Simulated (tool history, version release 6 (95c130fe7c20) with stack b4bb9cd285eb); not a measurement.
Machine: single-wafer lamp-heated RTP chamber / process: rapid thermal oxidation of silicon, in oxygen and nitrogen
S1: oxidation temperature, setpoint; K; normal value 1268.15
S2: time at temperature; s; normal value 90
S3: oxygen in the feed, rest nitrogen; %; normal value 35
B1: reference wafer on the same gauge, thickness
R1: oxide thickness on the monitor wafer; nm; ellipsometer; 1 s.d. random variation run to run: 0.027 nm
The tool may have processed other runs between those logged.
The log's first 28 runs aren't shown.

At hour 2247.3: oxygen flow controller replaced, repeated, since the last time left the tool worse.
Run 29, hour 2279.4: usual settings but S1 1276.15 K; B1 4.102. Result: R1 5.248 nm.
Run 30, hour 2345.2: usual settings but S3 48 %; B1 4.107. Result: R1 5.538 nm.
Run 31, hour 2418.6: usual settings but S1 1282.15 K, S2 128 s, S3 62 %; B1 4.103. Result: R1 7.822 nm.
Run 32, hour 2510.7: usual settings but S1 1276.15 K, S2 68 s; B1 4.109. Result: R1 4.719 nm.
Run 33, hour 2608.8: usual settings but S1 1296.15 K, S3 26 %; B1 4.118. Result: R1 5.466 nm.
Run 34, hour 2712.1: usual settings but S2 77 s, S3 21 %; B1 4.109. Result: R1 3.997 nm.
Run 35, hour 2757.5: usual settings but S1 1248.15 K, S2 72 s, S3 63 %; B1 4.106. Result: R1 4.776 nm.
Run 36, hour 2849.3: usual settings; B1 4.118. Result: R1 4.985 nm.
At hour 2865.5: pyrometer window cleaned and pyrometer calibrated.
Run 37, hour 2950.6: usual settings; B1 4.107. Result: R1 4.936 nm.

Branching from run 37: 4 alternative next runs. What would each branch give?
Run A, hour 2951.1: usual settings but S3 45 %; B1 ?. Result: R1 ?.
Run B, hour 2951.1: usual settings but S1 1240.15 K, S2 72 s; B1 ?. Result: R1 ?.
Run C, hour 2951.1: usual settings but S1 1291.15 K; B1 ?. Result: R1 ?.
Run D, hour 2951.1: usual settings but S1 1259.15 K, S2 109 s, S3 65 %; B1 ?. Result: R1 ?.

run     B1     R1
  A  4.113  5.392
  B  4.113  3.782
  C  4.113  5.817
  D  4.113  6.236
Without the tool's hidden state the same runs would have given:
run     R1
  A   5.41
  B  3.794
  C   5.84
  D   6.25
